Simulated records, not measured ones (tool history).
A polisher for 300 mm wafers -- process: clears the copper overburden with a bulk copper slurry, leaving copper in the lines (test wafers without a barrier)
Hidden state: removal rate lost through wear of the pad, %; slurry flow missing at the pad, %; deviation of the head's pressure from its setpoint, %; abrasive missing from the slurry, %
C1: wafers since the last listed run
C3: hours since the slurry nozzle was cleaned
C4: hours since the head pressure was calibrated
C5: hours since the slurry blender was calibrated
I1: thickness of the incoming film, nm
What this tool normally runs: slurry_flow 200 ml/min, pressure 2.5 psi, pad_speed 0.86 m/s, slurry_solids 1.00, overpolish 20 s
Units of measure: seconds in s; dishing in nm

run 1 hour=0.0 | slurry_flow=200 pressure=2.5 pad_speed=0.86 slurry_solids=1.00 overpolish=20 | C1=0 wafers_polished_on_this_pad=123 C3=122.4 C4=1041.5 C5=315.5 | I1=846.4 | seconds=164.0 dishing=72.5
run 2 hour=15.8 | slurry_flow=200 pressure=2.5 pad_speed=0.86 slurry_solids=1.00 overpolish=20 | C1=75 wafers_polished_on_this_pad=198 C3=138.2 C4=1057.3 C5=331.3 | I1=825.3 | seconds=160.4 dishing=70.1
-- hour=23.4 slurry blender recalibrated
run 3 hour=23.9 | slurry_flow=200 pressure=2.5 pad_speed=0.76 slurry_solids=1.00 overpolish=20 | C1=29 wafers_polished_on_this_pad=227 C3=146.3 C4=1065.4 C5=0.5 | I1=833.8 | seconds=175.8 dishing=67.5
run 4 hour=41.2 | slurry_flow=200 pressure=2.5 pad_speed=0.76 slurry_solids=1.00 overpolish=20 | C1=82 wafers_polished_on_this_pad=309 C3=163.6 C4=1082.7 C5=17.8 | I1=825.0 | seconds=174.0 dishing=68.3
run 5 hour=56.0 | slurry_flow=200 pressure=2.5 pad_speed=0.76 slurry_solids=1.00 overpolish=20 | C1=70 wafers_polished_on_this_pad=379 C3=178.4 C4=1097.5 C5=32.6 | I1=835.5 | seconds=176.0 dishing=67.8
run 6 hour=65.8 | slurry_flow=200 pressure=2.5 pad_speed=0.86 slurry_solids=1.20 overpolish=20 | C1=46 wafers_polished_on_this_pad=426 C3=188.2 C4=1107.3 C5=42.4 | I1=828.0 | seconds=158.9 dishing=71.9
run 7 hour=83.7 | slurry_flow=200 pressure=2.5 pad_speed=0.86 slurry_solids=1.00 overpolish=20 | C1=85 wafers_polished_on_this_pad=511 C3=206.1 C4=1125.2 C5=60.3 | I1=829.3 | seconds=165.1 dishing=70.1
run 8 hour=92.3 | slurry_flow=200 pressure=2.5 pad_speed=0.86 slurry_solids=1.00 overpolish=20 | C1=40 wafers_polished_on_this_pad=552 C3=214.7 C4=1133.8 C5=68.9 | I1=844.1 | seconds=167.3 dishing=72.4
run 9 hour=101.5 | slurry_flow=255 pressure=2.5 pad_speed=0.86 slurry_solids=0.85 overpolish=20 | C1=43 wafers_polished_on_this_pad=596 C3=223.9 C4=1143.0 C5=78.1 | I1=820.1 | seconds=161.8 dishing=70.9
run 10 hour=116.3 | slurry_flow=200 pressure=2.5 pad_speed=0.86 slurry_solids=1.00 overpolish=26 | C1=70 wafers_polished_on_this_pad=666 C3=238.7 C4=1157.8 C5=92.9 | I1=825.4 | seconds=162.7 dishing=82.4
run 11 hour=132.3 | slurry_flow=155 pressure=2.8 pad_speed=0.64 slurry_solids=1.10 overpolish=20 | C1=76 wafers_polished_on_this_pad=742 C3=254.7 C4=1173.8 C5=108.9 | I1=823.7 | seconds=181.7 dishing=67.2
-- hour=141.3 worn pad replaced by a new one
-- hour=148.1 head pressure recalibrated
run 12 hour=149.9 | slurry_flow=200 pressure=3.2 pad_speed=0.58 slurry_solids=1.00 overpolish=24 | C1=55 wafers_polished_on_this_pad=31 C3=272.3 C4=1.8 C5=126.5 | I1=813.6 | seconds=157.8 dishing=82.7
run 13 hour=161.4 | slurry_flow=200 pressure=2.5 pad_speed=0.64 slurry_solids=1.10 overpolish=13 | C1=54 wafers_polished_on_this_pad=86 C3=283.8 C4=13.3 C5=138.0 | I1=822.3 | seconds=191.4 dishing=47.7
run 14 hour=210.6 | slurry_flow=200 pressure=2.0 pad_speed=0.58 slurry_solids=1.00 overpolish=26 | C1=233 wafers_polished_on_this_pad=320 C3=333.0 C4=62.5 C5=187.2 | I1=823.8 | seconds=258.1 dishing=60.0
run 15 hour=220.7 | slurry_flow=200 pressure=2.5 pad_speed=0.86 slurry_solids=1.00 overpolish=20 | C1=48 wafers_polished_on_this_pad=368 C3=343.1 C4=72.6 C5=197.3 | I1=831.7 | seconds=169.4 dishing=72.4
-- hour=244.3 slurry nozzle cleaned
run 16 hour=264.4 | slurry_flow=200 pressure=2.5 pad_speed=0.86 slurry_solids=1.00 overpolish=31 | C1=203 wafers_polished_on_this_pad=571 C3=20.1 C4=116.3 C5=241.0 | I1=836.9 | seconds=158.0 dishing=92.3
run 17 hour=274.5 | slurry_flow=200 pressure=2.5 pad_speed=0.86 slurry_solids=1.00 overpolish=20 | C1=48 wafers_polished_on_this_pad=619 C3=30.2 C4=126.4 C5=251.1 | I1=840.8 | seconds=160.5 dishing=73.3
run 18 hour=288.5 | slurry_flow=220 pressure=2.5 pad_speed=0.86 slurry_solids=1.00 overpolish=20 | C1=66 wafers_polished_on_this_pad=685 C3=44.2 C4=140.4 C5=265.1 | I1=827.2 | seconds=155.3 dishing=74.1
run 19 hour=295.7 | slurry_flow=200 pressure=2.5 pad_speed=0.86 slurry_solids=1.00 overpolish=20 | C1=34 wafers_polished_on_this_pad=720 C3=51.4 C4=147.6 C5=272.3 | I1=840.6 | seconds=160.7 dishing=72.5
-- hour=304.3 worn pad replaced by a new one
run 20 hour=309.4 | slurry_flow=200 pressure=2.1 pad_speed=0.86 slurry_solids=1.00 overpolish=20 | C1=46 wafers_polished_on_this_pad=24 C3=65.1 C4=161.3 C5=286.0 | I1=819.0 | seconds=186.5 dishing=61.8
run 21 hour=342.6 | slurry_flow=200 pressure=2.5 pad_speed=0.86 slurry_solids=1.00 overpolish=20 | C1=157 wafers_polished_on_this_pad=182 C3=98.3 C4=194.5 C5=319.2 | I1=834.3 | seconds=163.3 dishing=72.9
run 22 hour=359.6 | slurry_flow=200 pressure=2.3 pad_speed=1.02 slurry_solids=0.85 overpolish=20 | C1=80 wafers_polished_on_this_pad=263 C3=115.3 C4=211.5 C5=336.2 | I1=822.4 | seconds=158.6 dishing=71.4
-- hour=367.2 slurry blender recalibrated
run 23 hour=370.8 | slurry_flow=135 pressure=2.5 pad_speed=0.86 slurry_solids=1.00 overpolish=29 | C1=43 wafers_polished_on_this_pad=306 C3=126.5 C4=222.7 C5=3.6 | I1=836.2 | seconds=176.5 dishing=86.4
run 24 hour=382.6 | slurry_flow=165 pressure=3.2 pad_speed=0.86 slurry_solids=1.25 overpolish=14 | C1=56 wafers_polished_on_this_pad=362 C3=138.3 C4=234.5 C5=15.4 | I1=831.7 | seconds=126.2 dishing=65.1
run 25 hour=395.0 | slurry_flow=200 pressure=2.5 pad_speed=1.06 slurry_solids=0.80 overpolish=16 | C1=58 wafers_polished_on_this_pad=421 C3=150.7 C4=246.9 C5=27.8 | I1=838.0 | seconds=149.5 dishing=64.2
run 26 hour=401.9 | slurry_flow=150 pressure=2.5 pad_speed=0.86 slurry_solids=1.25 overpolish=20 | C1=32 wafers_polished_on_this_pad=454 C3=157.6 C4=253.8 C5=34.7 | I1=828.4 | seconds=165.0 dishing=68.8
run 27 hour=419.2 | slurry_flow=200 pressure=2.5 pad_speed=0.86 slurry_solids=1.00 overpolish=20 | C1=82 wafers_polished_on_this_pad=536 C3=174.9 C4=271.1 C5=52.0 | I1=820.5 | seconds=160.5 dishing=71.0
run 28 hour=436.7 | slurry_flow=200 pressure=3.0 pad_speed=0.86 slurry_solids=1.00 overpolish=20 | C1=83 wafers_polished_on_this_pad=620 C3=192.4 C4=288.6 C5=69.5 | I1=838.3 | seconds=135.4 dishing=82.8

State the hidden condition of the tool at each of the runs:
removal rate lost through wear of the pad, %: 0 on each run
deviation of the head's pressure from its setpoint, %: 0 on each run
abrasive missing from the slurry, %: 0 on each run
H1: slurry flow missing at the pad, %
run=1 H1=25.1
run=2 H1=26.8
run=3 H1=27.6
run=4 H1=29.1
run=5 H1=30.2
run=6 H1=30.9
run=7 H1=32
run=8 H1=32.5
run=9 H1=32.9
run=10 H1=33.6
run=11 H1=34.3
run=12 H1=35
run=13 H1=35.3
run=14 H1=36.6
run=15 H1=36.8
run=16 H1=8.4
run=17 H1=10.9
run=18 H1=14
run=19 H1=15.5
run=20 H1=18.1
run=21 H1=23.3
run=22 H1=25.4
run=23 H1=26.7
run=24 H1=27.9
run=25 H1=29.1
run=26 H1=29.7
run=27 H1=31.1
run=28 H1=32.3
